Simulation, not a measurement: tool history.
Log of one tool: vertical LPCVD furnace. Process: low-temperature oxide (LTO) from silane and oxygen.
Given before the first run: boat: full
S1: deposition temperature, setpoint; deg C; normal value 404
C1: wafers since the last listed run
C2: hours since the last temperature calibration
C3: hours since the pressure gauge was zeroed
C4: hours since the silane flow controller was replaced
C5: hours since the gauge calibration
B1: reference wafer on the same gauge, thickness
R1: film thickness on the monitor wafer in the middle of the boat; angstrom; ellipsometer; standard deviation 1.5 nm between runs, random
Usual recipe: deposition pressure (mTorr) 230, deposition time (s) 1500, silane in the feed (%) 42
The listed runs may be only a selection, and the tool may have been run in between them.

Run 1, hour 0: usual settings; C1 0; C2 2150.1; C3 1593.6; C4 1362.7; C5 708.6; B1 244.69. Result: R1 2710.5 angstrom.
Run 2, hour 65.1: usual settings; C1 909; C2 2215.2; C3 1658.7; C4 1427.8; C5 773.7; B1 245.01. Result: R1 2739.2 angstrom.
Run 3, hour 125: usual settings; C1 836; C2 2275.1; C3 1718.6; C4 1487.7; C5 833.6; B1 244.85. Result: R1 2692.4 angstrom.
Run 4, hour 190.3: usual settings; C1 911; C2 2340.4; C3 1783.9; C4 1553; C5 898.9; B1 245.12. Result: R1 2702.9 angstrom.
Run 5, hour 277.2: usual settings; C1 1213; C2 2427.3; C3 1870.8; C4 1639.9; C5 985.8; B1 244.42. Result: R1 2716.6 angstrom.
Run 6, hour 317.8: usual settings; C1 566; C2 2467.9; C3 1911.4; C4 1680.5; C5 1026.4; B1 244.83. Result: R1 2744.1 angstrom.
Run 7, hour 419.7: usual settings; C1 1423; C2 2569.8; C3 2013.3; C4 1782.4; C5 1128.3; B1 245.04. Result: R1 2732.2 angstrom.
At hour 482.1: gauge calibrated.
At hour 553.9: silane flow controller replaced.
At hour 739: thermocouples replaced and temperature profile calibrated.
At hour 739.8: silane flow controller replaced, repeated, since the last time left the tool worse.
Run 8, hour 740.3: usual settings; C1 3795; C2 1.3; C3 2333.9; C4 0.5; C5 258.2; B1 244.91. Result: R1 2658.7 angstrom.
Run 9, hour 785.3: usual settings but S1 411 deg C, deposition time (s) 2070; C1 628; C2 46.3; C3 2378.9; C4 45.5; C5 303.2; B1 245.04. Result: R1 3933.5 angstrom.
At hour 848.6: pressure gauge zeroed.
Run 10, hour 853.3: usual settings but S1 410 deg C, deposition pressure (mTorr) 210, silane in the feed (%) 39; C1 614; C2 114.3; C3 4.7; C4 113.5; C5 371.2; B1 245.09. Result: R1 2377.2 angstrom.
Run 11, hour 892.1: usual settings but deposition time (s) 1950; C1 541; C2 153.1; C3 43.5; C4 152.3; C5 410; B1 245.39. Result: R1 3484.6 angstrom.
Run 12, hour 988.4: usual settings but deposition pressure (mTorr) 215, deposition time (s) 1860, silane in the feed (%) 40; C1 1344; C2 249.4; C3 139.8; C4 248.6; C5 506.3; B1 245.1. Result: R1 2933.5 angstrom.
Run 13, hour 1046.7: usual settings; C1 814; C2 307.7; C3 198.1; C4 306.9; C5 564.6; B1 244.82. Result: R1 2664.1 angstrom.
Run 14, hour 1109: usual settings but S1 399 deg C, deposition pressure (mTorr) 245; C1 870; C2 370; C3 260.4; C4 369.2; C5 626.9; B1 245.02. Result: R1 2721.2 angstrom.
Run 15, hour 1152.3: usual settings but S1 412 deg C; C1 604; C2 413.3; C3 303.7; C4 412.5; C5 670.2; B1 245.1. Result: R1 2897.6 angstrom.
Run 16, hour 1199.8: usual settings but S1 397 deg C, deposition pressure (mTorr) 185, deposition time (s) 1710; C1 663; C2 460.8; C3 351.2; C4 460; C5 717.7; B1 244.91. Result: R1 2252.5 angstrom.

List, for all runs, the conditions of the tool that the log does not record:
true tube temperature minus thermocouple reading, K: 0 at every run
true pressure minus gauge reading, mTorr: 0 at every run
gauge reads high (%): 0 at every run
H1: deviation of the silane flow from its setpoint, %
run     H1
  1   2.97
  2   3.19
  3    3.4
  4   3.64
  5   3.98
  6   4.15
  7   4.58
  8  0.469
  9  0.471
 10  0.484
 11  0.497
 12  0.544
 13  0.584
 14  0.635
 15  0.676
 16  0.727
